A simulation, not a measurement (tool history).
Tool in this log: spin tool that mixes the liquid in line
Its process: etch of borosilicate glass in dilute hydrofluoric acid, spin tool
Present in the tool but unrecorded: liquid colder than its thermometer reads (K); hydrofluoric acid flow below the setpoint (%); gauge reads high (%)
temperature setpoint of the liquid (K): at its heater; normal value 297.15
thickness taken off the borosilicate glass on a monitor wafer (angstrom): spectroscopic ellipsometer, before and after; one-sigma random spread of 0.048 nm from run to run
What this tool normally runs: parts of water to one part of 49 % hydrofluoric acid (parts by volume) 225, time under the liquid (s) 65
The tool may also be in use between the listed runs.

| run | hour | temperature setpoint of the liquid (K) | parts of water to one part of 49 % hydrofluoric acid (parts by volume) | time under the liquid (s) | wafers since the last listed run | hours since the thermometer was replaced | hours since the hydrofluoric acid flow meter was replaced | hours since the gauge calibration | read-back film thickness of the borosilicate glass reference wafer, read on the same gauge (nm) | thickness taken off the borosilicate glass on a monitor wafer (angstrom) |
|---|---|---|---|---|---|---|---|---|---|---|
| 1 | 0.0 | 297.15 | 225 | 65 | 0 | 1037.2 | 430.5 | 1994.9 | 140.02 | 76.7 |
| 2 | 92.4 | 297.15 | 225 | 65 | 1223 | 1129.6 | 522.9 | 2087.3 | 140.01 | 76.6 |
|  | 181.1 | thermometer replaced |
| 3 | 199.9 | 293.65 | 225 | 65 | 1410 | 18.8 | 630.4 | 2194.8 | 139.98 | 73.0 |
|  | 288.2 | hydrofluoric acid flow meter replaced |
| 4 | 299.6 | 293.65 | 225 | 65 | 1306 | 118.5 | 11.4 | 2294.5 | 139.97 | 70.9 |
| 5 | 353.4 | 293.65 | 225 | 65 | 712 | 172.3 | 65.2 | 2348.3 | 140.00 | 71.2 |
| 6 | 415.9 | 297.15 | 225 | 65 | 827 | 234.8 | 127.7 | 2410.8 | 139.96 | 80.4 |
| 7 | 479.1 | 297.15 | 225 | 65 | 836 | 298.0 | 190.9 | 2474.0 | 140.01 | 81.3 |
| 8 | 525.6 | 297.15 | 225 | 65 | 615 | 344.5 | 237.4 | 2520.5 | 140.00 | 80.1 |
| 9 | 585.9 | 301.15 | 225 | 65 | 798 | 404.8 | 297.7 | 2580.8 | 139.96 | 91.9 |
| 10 | 626.3 | 297.15 | 225 | 65 | 534 | 445.2 | 338.1 | 2621.2 | 139.97 | 78.8 |
| 11 | 683.1 | 294.15 | 290 | 35 | 752 | 502.0 | 394.9 | 2678.0 | 139.98 | 27.8 |
| 12 | 783.7 | 297.15 | 225 | 65 | 1331 | 602.6 | 495.5 | 2778.6 | 140.00 | 79.3 |
| 13 | 847.4 | 297.15 | 225 | 65 | 843 | 666.3 | 559.2 | 2842.3 | 139.99 | 78.5 |
| 14 | 942.8 | 292.65 | 300 | 65 | 1263 | 761.7 | 654.6 | 2937.7 | 140.00 | 45.8 |
|  | 998.6 | hydrofluoric acid flow meter replaced |
| 15 | 1106.5 | 292.65 | 225 | 50 | 2154 | 925.4 | 107.9 | 3101.4 | 140.01 | 49.7 |
|  | 1140.1 | thermometer replaced |
| 16 | 1201.2 | 292.65 | 295 | 35 | 1240 | 61.1 | 202.6 | 3196.1 | 139.99 | 26.3 |
| 17 | 1275.6 | 299.15 | 120 | 45 | 985 | 135.5 | 277.0 | 3270.5 | 139.97 | 126.5 |
| 18 | 1354.1 | 295.65 | 225 | 105 | 1039 | 214.0 | 355.5 | 3349.0 | 140.02 | 123.9 |
| 19 | 1410.7 | 300.65 | 310 | 55 | 749 | 270.6 | 412.1 | 3405.6 | 140.00 | 51.2 |
| 20 | 1466.2 | 299.65 | 150 | 95 | 734 | 326.1 | 467.6 | 3461.1 | 140.01 | 208.4 |
|  | 1512.6 | gauge calibrated |
| 21 | 1566.8 | 297.15 | 225 | 65 | 1331 | 426.7 | 568.2 | 54.2 | 140.01 | 80.4 |

The next listed run, before its measurement:
| 22 | 1624.6 | 297.15 | 225 | 65 | 765 | 484.5 | 626.0 | 112.0 | ? | ? |

{"run 22": {"read-back film thickness of the borosilicate glass reference wafer, read on the same gauge (nm)": 139.97, "thickness taken off the borosilicate glass on a monitor wafer (angstrom)": 78.7}}
Without the tool's hidden state the same run would have given thickness taken off the borosilicate glass on a monitor wafer (angstrom) 82.2.
